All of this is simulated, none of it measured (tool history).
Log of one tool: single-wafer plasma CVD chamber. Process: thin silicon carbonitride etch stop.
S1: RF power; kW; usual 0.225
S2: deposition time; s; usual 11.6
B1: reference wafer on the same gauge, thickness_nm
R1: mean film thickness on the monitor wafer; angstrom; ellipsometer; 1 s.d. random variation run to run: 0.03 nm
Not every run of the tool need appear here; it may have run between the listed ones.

run	hour	S1	S2	B1	R1
1	0.0	0.225	11.6	5.491	58.39
2	103.0	0.225	11.6	5.483	58.10
3	162.7	0.225	11.6	5.487	58.39
4	211.1	0.225	12.8	5.485	64.86
# hour 262.7: RF generator calibrated
5	286.3	0.225	11.6	5.495	57.59
6	341.0	0.225	11.6	5.503	57.65
7	538.8	0.225	11.6	5.488	56.52
8	594.5	0.225	11.6	5.482	57.02
9	685.3	0.225	12.9	5.485	63.42
10	791.8	0.225	11.6	5.478	57.33
# hour 854.5: RF generator calibrated, repeated, since the last time left the tool worse
11	855.0	0.225	11.6	5.501	59.57
# hour 876.5: showerhead replaced
12	902.2	0.225	11.6	5.485	59.14
13	971.6	0.225	12.5	5.483	64.04
14	1010.0	0.225	12.5	5.495	64.18
15	1059.3	0.225	12.5	5.485	63.84
# hour 1155.2: thermocouple changed; heater temperature recalibrated
16	1155.7	0.225	11.6	5.490	59.18
17	1193.0	0.210	11.6	5.501	57.35
18	1303.9	0.185	10.2	5.494	48.86
19	1342.0	0.185	9.6	5.487	45.85
20	1444.5	0.225	11.6	5.478	58.48
# hour 1471.5: gauge calibrated
21	1551.9	0.240	13.2	5.485	67.96
22	1642.5	0.180	13.5	5.495	63.18
23	1682.9	0.185	10.2	5.499	47.90
24	1758.6	0.180	10.2	5.485	47.31
25	1802.2	0.225	13.9	5.496	70.54
26	1866.3	0.190	11.6	5.488	54.65
27	1959.2	0.190	13.7	5.487	64.75
# hour 2002.1: RF generator calibrated
28	2015.5	0.225	13.7	5.484	69.79
29	2073.5	0.200	10.5	5.491	51.23
30	2183.7	0.225	11.6	5.494	59.61
31	2224.0	0.225	11.6	5.486	59.52
32	2291.1	0.225	11.6	5.492	59.17
33	2335.2	0.215	11.6	5.484	58.52
34	2397.0	0.225	11.6	5.485	58.22
35	2480.3	0.245	10.5	5.499	55.34
36	2582.1	0.225	11.6	5.486	58.87

Pick out some run-to-run changes in R1. Of each, how much would a tool without hidden state show as well, from the settings, what came in and chance, and how much is left for the hidden state and any gauge scatter not in both results compared?
The tool's hidden condition here consists of: wafer temperature above the value expected at the setpoint (K); delivered RF power above the setpoint (%); gauge reads high (%).
Run 4 -> 5: S2 12.8 -> 11.6, RF generator calibrated. R1 -7.27 angstrom: hidden state -0.78, all else -6.49.
Run 10 -> 11: RF generator calibrated, repeated, since the last time left the tool worse. R1 +2.24 angstrom: hidden state +2.26, all else -0.02.
Run 24 -> 25: S1 0.180 -> 0.225, S2 10.2 -> 13.9. R1 +23.23 angstrom: hidden state -0.31, all else +23.54.
Run 25 -> 26: S1 0.225 -> 0.190, S2 13.9 -> 11.6. R1 -15.89 angstrom: hidden state +0.15, all else -16.04.
Run 27 -> 28: S1 0.190 -> 0.225, RF generator calibrated. R1 +5.04 angstrom: hidden state +0.87, all else +4.17.
Run 28 -> 29: S1 0.225 -> 0.200, S2 13.7 -> 10.5. R1 -18.56 angstrom: hidden state -0.02, all else -18.54.
